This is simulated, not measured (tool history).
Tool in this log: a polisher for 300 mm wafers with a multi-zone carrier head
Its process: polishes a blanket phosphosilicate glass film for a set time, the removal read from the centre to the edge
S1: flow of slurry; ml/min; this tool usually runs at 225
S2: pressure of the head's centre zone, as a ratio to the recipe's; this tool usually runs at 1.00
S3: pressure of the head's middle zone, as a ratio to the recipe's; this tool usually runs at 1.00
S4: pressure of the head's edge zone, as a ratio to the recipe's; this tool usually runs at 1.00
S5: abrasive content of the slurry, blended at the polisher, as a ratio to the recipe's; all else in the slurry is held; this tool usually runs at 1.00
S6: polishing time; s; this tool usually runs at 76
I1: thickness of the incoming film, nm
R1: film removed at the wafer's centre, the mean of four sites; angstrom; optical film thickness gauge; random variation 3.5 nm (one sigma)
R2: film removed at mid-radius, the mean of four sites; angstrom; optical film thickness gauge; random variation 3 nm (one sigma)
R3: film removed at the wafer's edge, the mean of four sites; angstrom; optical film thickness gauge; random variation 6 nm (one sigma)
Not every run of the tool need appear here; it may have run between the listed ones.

run 1 hour=0.0 | S1=225 S2=0.91 S3=1.00 S4=1.00 S5=1.00 S6=76 | I1=3127.8 | R1=3655 R2=3823 R3=4149
run 2 hour=13.2 | S1=225 S2=0.91 S3=1.00 S4=1.00 S5=1.00 S6=76 | I1=3185.4 | R1=3639 R2=3829 R3=3976
-- hour=18.7 slurry nozzle cleaned
run 3 hour=45.0 | S1=225 S2=1.00 S3=1.00 S4=1.00 S5=1.00 S6=76 | I1=3206.8 | R1=4164 R2=4099 R3=4234
run 4 hour=74.2 | S1=225 S2=1.00 S3=1.00 S4=1.00 S5=1.00 S6=76 | I1=3244.1 | R1=4156 R2=3990 R3=4166
run 5 hour=96.9 | S1=225 S2=1.00 S3=1.00 S4=1.00 S5=1.00 S6=76 | I1=3214.6 | R1=4197 R2=4013 R3=4214
run 6 hour=112.3 | S1=225 S2=1.00 S3=1.00 S4=1.00 S5=1.00 S6=76 | I1=3171.5 | R1=4185 R2=4034 R3=4308
-- hour=121.8 worn pad replaced by a new one
run 7 hour=138.5 | S1=225 S2=1.00 S3=1.00 S4=1.00 S5=1.00 S6=76 | I1=3219.0 | R1=4159 R2=4051 R3=4289
-- hour=154.4 carrier head's membrane replaced by a new one, of another model than before
-- hour=156.9 centre zone pressure recalibrated
run 8 hour=159.4 | S1=225 S2=1.00 S3=1.00 S4=1.00 S5=1.00 S6=76 | I1=3127.7 | R1=4192 R2=4030 R3=4214
run 9 hour=182.9 | S1=290 S2=1.09 S3=1.09 S4=1.00 S5=1.00 S6=76 | I1=3180.9 | R1=4957 R2=4606 R3=4277
run 10 hour=218.8 | S1=225 S2=0.90 S3=1.00 S4=1.00 S5=1.00 S6=76 | I1=3187.7 | R1=3562 R2=4013 R3=4204
-- hour=232.2 edge zone pressure recalibrated
-- hour=299.6 worn pad replaced by a new one
run 11 hour=315.5 | S1=225 S2=1.00 S3=1.00 S4=1.00 S5=1.00 S6=76 | I1=3225.3 | R1=4097 R2=4004 R3=4292
run 12 hour=341.2 | S1=225 S2=1.00 S3=1.00 S4=1.00 S5=1.10 S6=76 | I1=3259.2 | R1=4303 R2=4147 R3=4363
run 13 hour=355.8 | S1=225 S2=1.00 S3=0.90 S4=0.93 S5=1.00 S6=76 | I1=3190.2 | R1=4193 R2=3466 R3=3951
run 14 hour=375.3 | S1=225 S2=0.88 S3=1.00 S4=1.00 S5=1.00 S6=93 | I1=3134.8 | R1=4171 R2=4879 R3=5083
run 15 hour=410.4 | S1=225 S2=1.00 S3=1.00 S4=1.00 S5=1.00 S6=54 | I1=3196.0 | R1=2903 R2=2822 R3=2978
run 16 hour=425.1 | S1=225 S2=1.00 S3=1.00 S4=1.00 S5=1.00 S6=76 | I1=3196.4 | R1=4042 R2=3934 R3=4074
-- hour=432.9 worn pad replaced by a new one
run 17 hour=439.6 | S1=295 S2=1.05 S3=1.07 S4=1.07 S5=1.00 S6=76 | I1=3174.8 | R1=4504 R2=4381 R3=4499
run 18 hour=469.9 | S1=225 S2=0.88 S3=1.00 S4=1.00 S5=1.00 S6=76 | I1=3165.4 | R1=3303 R2=3877 R3=4101
run 19 hour=485.1 | S1=300 S2=1.00 S3=0.90 S4=1.00 S5=1.00 S6=76 | I1=3197.1 | R1=4244 R2=3602 R3=4270
run 20 hour=497.4 | S1=225 S2=1.00 S3=1.00 S4=1.00 S5=1.00 S6=97 | I1=3143.8 | R1=5069 R2=4946 R3=5080
run 21 hour=517.0 | S1=225 S2=0.91 S3=1.00 S4=1.00 S5=0.75 S6=62 | I1=3180.5 | R1=2454 R2=2688 R3=2860

Branching from run 21: 4 alternative next runs. What would each branch give?
run A hour=517.4 | S1=225 S2=1.00 S3=1.00 S4=1.00 S5=1.00 S6=76 | I1=3163.3 | R1=? R2=? R3=?
run B hour=517.4 | S1=285 S2=1.00 S3=1.00 S4=1.00 S5=1.00 S6=76 | I1=3163.3 | R1=? R2=? R3=?
run C hour=517.4 | S1=305 S2=1.00 S3=0.94 S4=1.00 S5=1.00 S6=76 | I1=3163.3 | R1=? R2=? R3=?
run D hour=517.4 | S1=225 S2=1.00 S3=1.08 S4=1.00 S5=1.00 S6=76 | I1=3163.3 | R1=? R2=? R3=?

run=A R1=3937 R2=3840 R3=4049
run=B R1=4114 R2=3993 R3=4166
run=C R1=4156 R2=3753 R3=4201
run=D R1=3940 R2=4193 R3=4043
Without the tool's hidden state the same runs would have given:
run=A R1=4183 R2=4052 R3=4213
run=B R1=4314 R2=4166 R3=4302
run=C R1=4344 R2=3905 R3=4329
run=D R1=4186 R2=4425 R3=4207
